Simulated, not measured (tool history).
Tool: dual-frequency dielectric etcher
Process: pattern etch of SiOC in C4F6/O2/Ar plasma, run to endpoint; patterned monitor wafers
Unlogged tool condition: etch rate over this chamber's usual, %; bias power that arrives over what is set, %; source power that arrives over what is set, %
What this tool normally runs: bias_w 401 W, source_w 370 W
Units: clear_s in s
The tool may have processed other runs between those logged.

run,day,bias_w,source_w,wafers since the last listed run,hours since the last wet clean,hours since the last bias power generator calibration,hours since the last source power generator calibration,hours since the last upper electrode change,"incoming incoming film thickness, nm",clear_s
1,0,401,370,0,273.2,4051.4,1571.2,2024.8,36.2,13.7
2,3.667,401,370,1995,361.2,4139.4,1659.2,2112.8,36.48,13.8
# day 4.717: wet clean of the chamber
3,5.862,349,400,650,27.5,4192.1,1711.9,2165.5,36.45,14.4
4,9.092,439,370,1757,105,4269.6,1789.4,2243,36.21,12.8
5,11.133,353,370,1111,154,4318.6,1838.4,2292,36.54,14.8
6,14.596,353,370,1884,237.1,4401.7,1921.5,2375.1,36.34,14.8
7,21.7,429,370,3866,407.6,4572.2,2092,2545.6,36.75,13.5
# day 23.779: wet clean of the chamber
8,26.125,429,370,1864,56.3,4678.4,2198.2,2651.8,36.51,13.7
# day 29.229: source power generator calibrated
9,29.65,429,370,1827,140.9,4763,10.1,2736.4,36.35,13.7
10,32.842,401,370,1737,217.5,4839.6,86.7,2813,36.69,14.5
11,35.479,401,370,1435,280.8,4902.9,150,2876.3,36.51,14.6
12,37.471,401,370,1084,328.6,4950.7,197.8,2924.1,36.87,14.6
13,39.629,401,370,1174,380.4,5002.5,249.6,2975.9,36.57,14.6
# day 40.646: wet clean of the chamber, repeated, since the last time left the tool worse
# day 41.921: bias power generator calibrated
14,43.925,321,330,1703,78.7,48.1,352.7,3079,36.64,16.3
15,46.558,464,330,1433,141.9,111.3,415.9,3142.2,36.4,13.1
16,49.404,401,370,1548,210.2,179.6,484.2,3210.5,36.79,13.7
17,51.396,353,370,1084,258,227.4,532,3258.3,36.49,14.8
# day 53.229: upper electrode replaced
18,55.329,401,370,1596,352.4,321.8,626.4,50.4,36.45,13.8
# day 58.875: wet clean of the chamber
19,58.896,443,310,1396,0.5,407.4,712,136,36.63,13.8
20,62.475,491,390,1948,86.4,493.3,797.9,221.9,36.34,11.9
21,66.471,401,370,2174,182.3,589.2,893.8,317.8,36.54,13.8
22,70.954,427,450,2440,289.9,696.8,1001.4,425.4,36.4,12.2
23,72.654,323,330,925,330.7,737.6,1042.2,466.2,36.49,16.3
# day 77.642: wet clean of the chamber
24,77.662,356,320,2181,0.5,857.8,1162.4,586.4,37.14,15.6
25,84.612,452,310,3782,167.3,1024.6,1329.2,753.2,36.48,13.7
26,88.467,401,370,2097,259.8,1117.1,1421.7,845.7,36.58,13.7
27,90.492,501,370,1102,308.4,1165.7,1470.3,894.3,36.4,12.2
28,93.862,497,370,1834,389.3,1246.6,1551.2,975.2,36.53,12.3

Forecast each of these 5 alternatives for the next run:
A,93.879,322,370,9,389.7,1247,1551.6,975.6,36.62,?
B,93.879,371,420,9,389.7,1247,1551.6,975.6,36.62,?
C,93.879,309,420,9,389.7,1247,1551.6,975.6,36.62,?
D,93.879,401,290,9,389.7,1247,1551.6,975.6,36.62,?
E,93.879,346,420,9,389.7,1247,1551.6,975.6,36.62,?

run,clear_s
A,15.8
B,13.8
C,15.4
D,15.3
E,14.4
Without the tool's unlogged condition, the same runs would have read:
run,clear_s
A,15.5
B,13.5
C,15.1
D,15
E,14.1
